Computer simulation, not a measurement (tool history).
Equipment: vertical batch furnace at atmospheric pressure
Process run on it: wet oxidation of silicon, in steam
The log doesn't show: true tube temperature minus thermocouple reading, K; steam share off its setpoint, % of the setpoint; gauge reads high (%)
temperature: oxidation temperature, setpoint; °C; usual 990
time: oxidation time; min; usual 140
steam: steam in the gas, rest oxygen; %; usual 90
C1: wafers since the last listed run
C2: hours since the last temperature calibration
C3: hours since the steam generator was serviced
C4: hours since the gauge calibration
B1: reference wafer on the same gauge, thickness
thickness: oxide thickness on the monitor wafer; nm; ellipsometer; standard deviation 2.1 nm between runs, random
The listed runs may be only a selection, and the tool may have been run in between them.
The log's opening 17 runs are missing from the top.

{"hour": 967.7, "done": "steam generator serviced"}
{"hour": 1023.7, "done": "gauge calibrated"}
{"run": 18, "hour": 1083.1, "temperature": 990, "time": 140, "steam": 90, "C1": 1579, "C2": 2462.6, "C3": 115.4, "C4": 59.4, "B1": 725.84, "thickness": 647.84}
{"run": 19, "hour": 1137.3, "temperature": 990, "time": 140, "steam": 90, "C1": 465, "C2": 2516.8, "C3": 169.6, "C4": 113.6, "B1": 726.06, "thickness": 644.19}
{"hour": 1163.1, "done": "thermocouples replaced and temperature profile calibrated"}
{"run": 20, "hour": 1203.5, "temperature": 1006, "time": 87, "steam": 84, "C1": 362, "C2": 40.4, "C3": 235.8, "C4": 179.8, "B1": 725.62, "thickness": 490.35}
{"run": 21, "hour": 1255.1, "temperature": 1012, "time": 79.5, "steam": 80, "C1": 443, "C2": 92, "C3": 287.4, "C4": 231.4, "B1": 725.72, "thickness": 466.25}
{"run": 22, "hour": 1312.2, "temperature": 990, "time": 140, "steam": 90, "C1": 490, "C2": 149.1, "C3": 344.5, "C4": 288.5, "B1": 726.53, "thickness": 628.71}
{"run": 23, "hour": 1338.3, "temperature": 979, "time": 87.5, "steam": 85, "C1": 224, "C2": 175.2, "C3": 370.6, "C4": 314.6, "B1": 726.68, "thickness": 406.88}
{"run": 24, "hour": 1364.0, "temperature": 990, "time": 140, "steam": 90, "C1": 220, "C2": 200.9, "C3": 396.3, "C4": 340.3, "B1": 726.49, "thickness": 630.52}
{"run": 25, "hour": 1404.7, "temperature": 1003, "time": 95.5, "steam": 85, "C1": 349, "C2": 241.6, "C3": 437, "C4": 381, "B1": 726.2, "thickness": 510.11}
{"run": 26, "hour": 1452.9, "temperature": 977, "time": 122, "steam": 97, "C1": 414, "C2": 289.8, "C3": 485.2, "C4": 429.2, "B1": 725.57, "thickness": 557.07}
{"run": 27, "hour": 1487.0, "temperature": 990, "time": 89.5, "steam": 80, "C1": 293, "C2": 323.9, "C3": 519.3, "C4": 463.3, "B1": 725.79, "thickness": 432.01}
{"run": 28, "hour": 1520.6, "temperature": 1002, "time": 140, "steam": 90, "C1": 288, "C2": 357.5, "C3": 552.9, "C4": 496.9, "B1": 725.84, "thickness": 679.94}
{"run": 29, "hour": 1584.0, "temperature": 990, "time": 140, "steam": 90, "C1": 544, "C2": 420.9, "C3": 616.3, "C4": 560.3, "B1": 726.09, "thickness": 628.97}
{"run": 30, "hour": 1640.0, "temperature": 1013, "time": 175.5, "steam": 97, "C1": 481, "C2": 476.9, "C3": 672.3, "C4": 616.3, "B1": 726.19, "thickness": 859.81}
{"run": 31, "hour": 1687.1, "temperature": 990, "time": 140, "steam": 90, "C1": 404, "C2": 524, "C3": 719.4, "C4": 663.4, "B1": 726.12, "thickness": 627.2}
{"run": 32, "hour": 1714.4, "temperature": 981, "time": 87, "steam": 96, "C1": 234, "C2": 551.3, "C3": 746.7, "C4": 690.7, "B1": 726.12, "thickness": 449.89}
{"run": 33, "hour": 1780.6, "temperature": 990, "time": 140, "steam": 90, "C1": 568, "C2": 617.5, "C3": 812.9, "C4": 756.9, "B1": 725.89, "thickness": 623.63}
{"run": 34, "hour": 1908.3, "temperature": 990, "time": 140, "steam": 90, "C1": 1097, "C2": 745.2, "C3": 940.6, "C4": 884.6, "B1": 726, "thickness": 624.08}
{"run": 35, "hour": 1944.5, "temperature": 976, "time": 140, "steam": 90, "C1": 311, "C2": 781.4, "C3": 976.8, "C4": 920.8, "B1": 725.97, "thickness": 570.24}

Consider 5 possible next runs. They are alternatives, not a sequence: every one starts from the tool as it was left by run 35. What does each give?
{"run": "A", "hour": 1951.4, "temperature": 990, "time": 140, "steam": 95, "C1": 59, "C2": 788.3, "C3": 983.7, "C4": 927.7, "B1": "?", "thickness": "?"}
{"run": "B", "hour": 1951.4, "temperature": 990, "time": 168, "steam": 90, "C1": 59, "C2": 788.3, "C3": 983.7, "C4": 927.7, "B1": "?", "thickness": "?"}
{"run": "C", "hour": 1951.4, "temperature": 978, "time": 140, "steam": 90, "C1": 59, "C2": 788.3, "C3": 983.7, "C4": 927.7, "B1": "?", "thickness": "?"}
{"run": "D", "hour": 1951.4, "temperature": 999, "time": 72, "steam": 83, "C1": 59, "C2": 788.3, "C3": 983.7, "C4": 927.7, "B1": "?", "thickness": "?"}
{"run": "E", "hour": 1951.4, "temperature": 1000, "time": 74.5, "steam": 90, "C1": 59, "C2": 788.3, "C3": 983.7, "C4": 927.7, "B1": "?", "thickness": "?"}

run=A B1=725.89 thickness=645.27
run=B B1=725.89 thickness=700.11
run=C B1=725.89 thickness=576.24
run=D B1=725.89 thickness=404
run=E B1=725.89 thickness=439.81
The same runs, with their run-to-run variation unchanged, on a tool lacking any hidden condition would have given:
run=A thickness=658.89
run=B thickness=714.95
run=C thickness=588.21
run=D thickness=412.4
run=E thickness=449
